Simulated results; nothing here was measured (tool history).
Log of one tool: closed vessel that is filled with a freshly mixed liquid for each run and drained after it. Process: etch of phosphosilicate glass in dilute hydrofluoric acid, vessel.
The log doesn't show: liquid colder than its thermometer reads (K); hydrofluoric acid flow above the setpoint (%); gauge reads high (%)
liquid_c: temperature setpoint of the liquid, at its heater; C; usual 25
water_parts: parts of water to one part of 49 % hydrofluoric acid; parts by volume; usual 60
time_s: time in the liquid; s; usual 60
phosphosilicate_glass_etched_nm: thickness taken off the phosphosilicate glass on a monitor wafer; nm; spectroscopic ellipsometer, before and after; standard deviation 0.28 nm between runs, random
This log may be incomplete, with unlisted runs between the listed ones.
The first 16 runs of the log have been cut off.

| run | day | liquid_c | water_parts | time_s | wafers since the last listed run | hours since the thermometer was replaced | hours since the hydrofluoric acid flow meter was replaced | hours since the gauge calibration | read-back film thickness of the phosphosilicate glass reference wafer, read on the same gauge (nm) | phosphosilicate_glass_etched_nm |
|---|---|---|---|---|---|---|---|---|---|---|
| 17 | 8.712 | 25 | 85 | 40 | 859 | 976.6 | 42.1 | 85.5 | 150.01 | 26 |
| 18 | 9.404 | 21.5 | 60 | 90 | 1658 | 993.2 | 58.7 | 102.1 | 150 | 74.3 |
| 19 | 9.688 | 29.5 | 60 | 30 | 679 | 1000 | 65.5 | 108.9 | 149.99 | 34.24 |
| 20 | 9.958 | 25 | 60 | 60 | 649 | 1006.5 | 72 | 115.4 | 150 | 57.58 |
| 21 | 10.688 | 28 | 60 | 60 | 1748 | 1024 | 89.5 | 132.9 | 150.03 | 64.87 |
|  | 10.796 | thermometer replaced |
| 22 | 11.033 | 25 | 80 | 60 | 729 | 5.7 | 97.8 | 141.2 | 149.99 | 43.19 |
| 23 | 11.571 | 25 | 60 | 60 | 1289 | 18.6 | 110.7 | 154.1 | 150.04 | 58.95 |
| 24 | 12.3 | 25 | 60 | 60 | 1748 | 36.1 | 128.2 | 171.6 | 150.04 | 59.65 |
| 25 | 13.042 | 25 | 60 | 60 | 1778 | 53.9 | 146 | 189.4 | 150.01 | 59.75 |
| 26 | 13.612 | 25 | 60 | 60 | 1369 | 67.6 | 159.7 | 203.1 | 149.95 | 59.57 |
| 27 | 14.288 | 29 | 60 | 90 | 1618 | 83.8 | 175.9 | 219.3 | 150.03 | 105.69 |
| 28 | 14.867 | 27 | 60 | 30 | 1389 | 97.7 | 189.8 | 233.2 | 149.98 | 32.33 |
| 29 | 15.15 | 25 | 60 | 60 | 679 | 104.5 | 196.6 | 240 | 149.97 | 59.52 |
| 30 | 15.546 | 27 | 60 | 60 | 949 | 114 | 206.1 | 249.5 | 150.03 | 64.61 |
| 31 | 16.158 | 23.5 | 60 | 60 | 1469 | 128.7 | 220.8 | 264.2 | 150.01 | 56.05 |

Here are 5 independent what-if runs from the current tool condition. What would each one return?
| A | 16.188 | 25 | 60 | 60 | 69 | 129.4 | 221.5 | 264.9 | ? | ? |
| B | 16.188 | 21.5 | 40 | 35 | 69 | 129.4 | 221.5 | 264.9 | ? | ? |
| C | 16.188 | 28 | 60 | 80 | 69 | 129.4 | 221.5 | 264.9 | ? | ? |
| D | 16.188 | 26.5 | 35 | 45 | 69 | 129.4 | 221.5 | 264.9 | ? | ? |
| E | 16.188 | 25 | 60 | 50 | 69 | 129.4 | 221.5 | 264.9 | ? | ? |

| run | read-back film thickness of the phosphosilicate glass reference wafer, read on the same gauge (nm) | phosphosilicate_glass_etched_nm |
|---|---|---|
| A | 150.01 | 60.44 |
| B | 150.01 | 46.87 |
| C | 150.01 | 90.92 |
| D | 150.01 | 85.4 |
| E | 150.01 | 50.37 |
The same runs, with their run-to-run variation unchanged, on a tool lacking any hidden condition would have given:
| run | phosphosilicate_glass_etched_nm |
|---|---|
| A | 59.48 |
| B | 46.21 |
| C | 89.42 |
| D | 84.16 |
| E | 49.57 |
